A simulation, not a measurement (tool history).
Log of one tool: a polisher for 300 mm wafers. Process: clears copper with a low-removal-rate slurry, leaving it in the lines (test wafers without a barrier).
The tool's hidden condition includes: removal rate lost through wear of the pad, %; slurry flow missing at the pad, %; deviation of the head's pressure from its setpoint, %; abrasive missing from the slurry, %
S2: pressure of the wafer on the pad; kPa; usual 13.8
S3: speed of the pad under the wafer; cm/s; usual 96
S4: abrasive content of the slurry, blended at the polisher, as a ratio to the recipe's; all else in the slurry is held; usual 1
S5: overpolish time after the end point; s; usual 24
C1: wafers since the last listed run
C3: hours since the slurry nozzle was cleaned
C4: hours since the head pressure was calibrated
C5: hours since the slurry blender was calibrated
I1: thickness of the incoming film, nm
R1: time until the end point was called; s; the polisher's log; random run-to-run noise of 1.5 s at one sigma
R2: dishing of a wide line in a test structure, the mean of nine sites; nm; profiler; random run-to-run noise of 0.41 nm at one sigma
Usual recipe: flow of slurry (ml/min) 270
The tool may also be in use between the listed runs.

run 1 hour=0 | flow_of_slurry_(ml/min)=270 S2=13.8 S3=96 S4=1 S5=24 | C1=0 wafers_polished_on_this_pad=606 C3=492.1 C4=415.2 C5=3.2 | I1=290.3 | R1=138.4 R2=23.2
-- hour=23.7 worn pad replaced by a new one
run 2 hour=33.8 | flow_of_slurry_(ml/min)=270 S2=13.8 S3=96 S4=1 S5=24 | C1=218 wafers_polished_on_this_pad=74 C3=525.9 C4=449 C5=37 | I1=284 | R1=136 R2=22.8
run 3 hour=62.4 | flow_of_slurry_(ml/min)=270 S2=13.8 S3=96 S4=1 S5=24 | C1=209 wafers_polished_on_this_pad=284 C3=554.5 C4=477.6 C5=65.6 | I1=287.2 | R1=137.2 R2=22.6
run 4 hour=79.5 | flow_of_slurry_(ml/min)=270 S2=13.8 S3=72 S4=1 S5=18 | C1=125 wafers_polished_on_this_pad=409 C3=571.6 C4=494.7 C5=82.7 | I1=289.3 | R1=172.4 R2=18.1
run 5 hour=125.3 | flow_of_slurry_(ml/min)=270 S2=13.8 S3=72 S4=1 S5=18 | C1=336 wafers_polished_on_this_pad=746 C3=617.4 C4=540.5 C5=128.5 | I1=282.5 | R1=167.2 R2=18.1
-- hour=131.6 worn pad replaced by a new one
run 6 hour=158.2 | flow_of_slurry_(ml/min)=270 S2=13.8 S3=72 S4=1 S5=18 | C1=212 wafers_polished_on_this_pad=195 C3=650.3 C4=573.4 C5=161.4 | I1=288.4 | R1=173.4 R2=17.9
run 7 hour=191.5 | flow_of_slurry_(ml/min)=270 S2=13.8 S3=96 S4=1 S5=30 | C1=244 wafers_polished_on_this_pad=440 C3=683.6 C4=606.7 C5=194.7 | I1=288.4 | R1=143.3 R2=24.3
-- hour=216.2 slurry nozzle cleaned
run 8 hour=216.7 | flow_of_slurry_(ml/min)=270 S2=13.8 S3=96 S4=1 S5=30 | C1=177 wafers_polished_on_this_pad=617 C3=0.5 C4=631.9 C5=219.9 | I1=284 | R1=142.3 R2=25
-- hour=225.4 head pressure recalibrated
run 9 hour=245.9 | flow_of_slurry_(ml/min)=270 S2=13.8 S3=96 S4=1 S5=30 | C1=199 wafers_polished_on_this_pad=817 C3=29.7 C4=20.5 C5=249.1 | I1=285 | R1=145 R2=25.3
-- hour=256 worn pad replaced by a new one
run 10 hour=270.1 | flow_of_slurry_(ml/min)=315 S2=9 S3=124 S4=1 S5=37 | C1=148 wafers_polished_on_this_pad=103 C3=53.9 C4=44.7 C5=273.3 | I1=287.7 | R1=185.2 R2=24.3
run 11 hour=286.7 | flow_of_slurry_(ml/min)=270 S2=13.8 S3=96 S4=1.2 S5=24 | C1=121 wafers_polished_on_this_pad=225 C3=70.5 C4=61.3 C5=289.9 | I1=288.7 | R1=146 R2=22.9
run 12 hour=302.8 | flow_of_slurry_(ml/min)=270 S2=13.8 S3=116 S4=1 S5=19 | C1=118 wafers_polished_on_this_pad=343 C3=86.6 C4=77.4 C5=306 | I1=287.1 | R1=133.6 R2=21.3
-- hour=306.7 slurry blender recalibrated
run 13 hour=324.4 | flow_of_slurry_(ml/min)=270 S2=13.8 S3=96 S4=1 S5=24 | C1=143 wafers_polished_on_this_pad=487 C3=108.2 C4=99 C5=17.7 | I1=285.5 | R1=133.3 R2=24
run 14 hour=346.2 | flow_of_slurry_(ml/min)=355 S2=13.8 S3=96 S4=1 S5=24 | C1=160 wafers_polished_on_this_pad=647 C3=130 C4=120.8 C5=39.5 | I1=282.4 | R1=132.6 R2=23.9
run 15 hour=361.5 | flow_of_slurry_(ml/min)=270 S2=11 S3=124 S4=1.3 S5=24 | C1=112 wafers_polished_on_this_pad=759 C3=145.3 C4=136.1 C5=54.8 | I1=286.9 | R1=135.2 R2=23.6
-- hour=386.7 worn pad replaced by a new one
run 16 hour=387.2 | flow_of_slurry_(ml/min)=220 S2=17.2 S3=96 S4=1 S5=24 | C1=159 wafers_polished_on_this_pad=3 C3=171 C4=161.8 C5=80.5 | I1=283.2 | R1=110.7 R2=25.3
run 17 hour=405.4 | flow_of_slurry_(ml/min)=270 S2=13.8 S3=72 S4=1 S5=18 | C1=133 wafers_polished_on_this_pad=137 C3=189.2 C4=180 C5=98.7 | I1=284.7 | R1=165.5 R2=17.8
run 18 hour=422.6 | flow_of_slurry_(ml/min)=270 S2=13.8 S3=96 S4=1 S5=18 | C1=126 wafers_polished_on_this_pad=263 C3=206.4 C4=197.2 C5=115.9 | I1=281.4 | R1=131.5 R2=20.3

Consider 3 possible next runs. They are alternatives, not a sequence: every one starts from the tool as it was left by run 18. What does each give?
run A hour=423.1 | flow_of_slurry_(ml/min)=270 S2=13.8 S3=96 S4=1 S5=24 | C1=3 wafers_polished_on_this_pad=267 C3=206.9 C4=197.7 C5=116.4 | I1=282.3 | R1=? R2=?
run B hour=423.1 | flow_of_slurry_(ml/min)=270 S2=9 S3=124 S4=1.15 S5=36 | C1=3 wafers_polished_on_this_pad=267 C3=206.9 C4=197.7 C5=116.4 | I1=282.3 | R1=? R2=?
run C hour=423.1 | flow_of_slurry_(ml/min)=270 S2=11 S3=96 S4=1 S5=24 | C1=3 wafers_polished_on_this_pad=267 C3=206.9 C4=197.7 C5=116.4 | I1=282.3 | R1=? R2=?

run=A R1=135.5 R2=23.8
run=B R1=168 R2=24.7
run=C R1=169.3 R2=21.2
Had the tool no hidden state, the same runs would have come out as:
run=A R1=134 R2=23.9
run=B R1=166.1 R2=24.8
run=C R1=167.5 R2=21.3
